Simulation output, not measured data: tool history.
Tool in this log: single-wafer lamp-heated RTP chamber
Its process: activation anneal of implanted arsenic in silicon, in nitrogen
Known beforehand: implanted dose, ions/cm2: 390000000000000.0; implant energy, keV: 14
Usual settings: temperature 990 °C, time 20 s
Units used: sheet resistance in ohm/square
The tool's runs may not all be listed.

run,hour,temperature,time,wafers since the last listed run,wafers since the last pyrometer calibration,wafers since the reflector plate was cleaned,hours since the gauge calibration,"read-back reference wafer on the same gauge, sheet resistance",sheet resistance
1,0.0,990,20,0,166,3533,22.9,314.20,287.42
2,35.0,990,20,579,746,4112,57.9,314.04,285.80
3,52.1,990,20,282,1029,4395,75.0,313.94,285.40
4,62.4,990,20,170,1199,4566,85.3,314.03,285.72
5,73.8,990,12,188,1388,4754,96.7,313.94,287.79
6,88.0,990,12,234,1623,4989,110.9,313.99,288.23
# hour 107.9: pyrometer window cleaned and pyrometer calibrated
# hour 111.7: reflector plate cleaned
7,112.2,990,12,205,7,7,135.1,313.98,289.39
8,112.5,981,20,4,12,12,135.4,314.02,287.64
9,120.8,981,20,137,150,150,143.7,314.20,287.28
10,134.9,1008,20,233,383,383,157.8,314.03,282.69
11,150.3,1008,20,254,638,638,173.2,313.97,283.50
12,156.5,990,16,102,741,741,179.4,314.14,286.98
13,172.8,963,23,269,1010,1010,195.7,314.16,288.39
14,188.9,990,27,266,1277,1277,211.8,313.96,282.77
# hour 203.9: gauge calibrated
# hour 208.1: pyrometer window cleaned and pyrometer calibrated
15,208.6,990,20,193,7,1470,4.7,313.98,286.65
16,212.7,963,23,67,75,1538,8.8,314.08,288.53
17,220.5,1019,27,129,204,1667,16.6,314.12,279.75
18,233.1,968,10,208,413,1876,29.2,314.13,292.09
19,244.5,980,24,188,601,2064,40.6,313.98,285.84
20,257.9,968,16,221,823,2286,54.0,314.10,289.39
21,267.8,1009,14,163,987,2450,63.9,313.80,285.72
22,279.8,1011,25,198,1186,2649,75.9,313.99,279.46

Hidden condition of the tool, last listed run before each entry between runs versus first listed run after:
Logged between run 6 and run 7: pyrometer window cleaned and pyrometer calibrated (hour 107.9); reflector plate cleaned (hour 111.7)
  true wafer temperature minus pyrometer reading, K: 11.2 -> 1.24
  measured less the result without the state, sheet resistance: -1.11 -> -0.11 ohm/square
Logged between run 14 and run 15: gauge calibrated (hour 203.9); pyrometer window cleaned and pyrometer calibrated (hour 208.1)
  true wafer temperature minus pyrometer reading, K: 9.76 -> 0.196
  measured less the result without the state, sheet resistance: -1.48 -> -0.02 ohm/square
